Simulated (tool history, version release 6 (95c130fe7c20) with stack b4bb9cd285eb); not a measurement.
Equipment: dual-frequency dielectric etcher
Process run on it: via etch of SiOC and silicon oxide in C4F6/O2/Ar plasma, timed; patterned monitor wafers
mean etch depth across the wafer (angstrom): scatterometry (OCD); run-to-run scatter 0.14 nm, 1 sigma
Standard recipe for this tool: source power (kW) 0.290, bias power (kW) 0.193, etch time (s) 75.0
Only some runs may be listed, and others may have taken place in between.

run,hour,source power (kW),bias power (kW),etch time (s),wafers since the last listed run,hours since the last wet clean,hours since the last source power generator calibration,hours since the last bias power generator calibration,hours since the last upper electrode change,hours since the gauge calibration,"read-back reference wafer on the same gauge, depth_nm",mean etch depth across the wafer (angstrom)
1,0.0,0.290,0.193,75.0,0,446.9,2288.9,2278.1,4670.6,1857.5,92.1,786
# hour 43.1: gauge calibrated
# hour 81.3: wet clean of the chamber
2,81.8,0.290,0.193,75.0,580,0.5,2370.7,2359.9,4752.4,38.7,91.9,777
3,156.1,0.340,0.193,75.0,746,74.8,2445.0,2434.2,4826.7,113.0,92.0,816
4,261.2,0.290,0.193,75.0,1055,179.9,2550.1,2539.3,4931.8,218.1,92.0,778
5,337.6,0.290,0.193,75.0,767,256.3,2626.5,2615.7,5008.2,294.5,92.0,783
6,406.2,0.290,0.193,75.0,688,324.9,2695.1,2684.3,5076.8,363.1,91.9,786
# hour 488.0: wet clean of the chamber
7,511.6,0.290,0.193,75.0,817,23.6,2800.5,2789.7,5182.2,468.5,91.9,780
8,571.5,0.330,0.193,75.0,601,83.5,2860.4,2849.6,5242.1,528.4,92.0,810
9,657.5,0.330,0.193,75.0,863,169.5,2946.4,2935.6,5328.1,614.4,92.0,811
10,734.9,0.290,0.211,75.0,777,246.9,3023.8,3013.0,5405.5,691.8,92.0,799
11,815.5,0.290,0.211,75.0,809,327.5,3104.4,3093.6,5486.1,772.4,92.0,800
# hour 921.1: wet clean of the chamber
12,1114.0,0.290,0.193,75.0,2756,192.9,3402.9,3392.1,5784.6,1070.9,92.0,790
13,1189.8,0.290,0.193,75.0,761,268.7,3478.7,3467.9,5860.4,1146.7,92.0,786
14,1265.3,0.290,0.193,75.0,758,344.2,3554.2,3543.4,5935.9,1222.2,92.0,789
# hour 1276.2: source power generator calibrated
15,1313.1,0.290,0.193,75.0,439,392.0,36.9,3591.2,5983.7,1270.0,92.0,779
# hour 1365.2: wet clean of the chamber
16,1365.7,0.290,0.193,75.0,287,0.5,89.5,3643.8,6036.3,1322.6,92.0,768
17,1454.1,0.350,0.193,96.0,887,88.9,177.9,3732.2,6124.7,1411.0,92.0,1046
# hour 1470.8: bias power generator calibrated
18,1490.4,0.290,0.193,75.0,324,125.2,214.2,19.6,6161.0,1447.3,92.0,773
19,1545.9,0.290,0.193,66.0,557,180.7,269.7,75.1,6216.5,1502.8,92.0,681
20,1615.9,0.290,0.193,65.0,702,250.7,339.7,145.1,6286.5,1572.8,92.0,672
21,1709.4,0.350,0.172,91.5,938,344.2,433.2,238.6,6380.0,1666.3,92.0,988
# hour 1775.2: wet clean of the chamber
# hour 1792.0: upper electrode replaced
# hour 1801.3: gauge calibrated
22,1804.1,0.330,0.172,75.0,540,28.9,527.9,333.3,12.1,2.8,92.1,787
23,1841.2,0.260,0.217,75.0,372,66.0,565.0,370.4,49.2,39.9,92.0,761
24,1897.4,0.320,0.226,75.0,564,122.2,621.2,426.6,105.4,96.1,92.0,819

What will run 25 give?
25,1948.9,0.230,0.193,58.0,517,173.7,672.7,478.1,156.9,147.6,?,?

{"run 25": {"read-back reference wafer on the same gauge, depth_nm": 92.1, "mean etch depth across the wafer (angstrom)": 560}}
The same run, on a tool lacking any hidden state, would have yielded mean etch depth across the wafer (angstrom) 556.
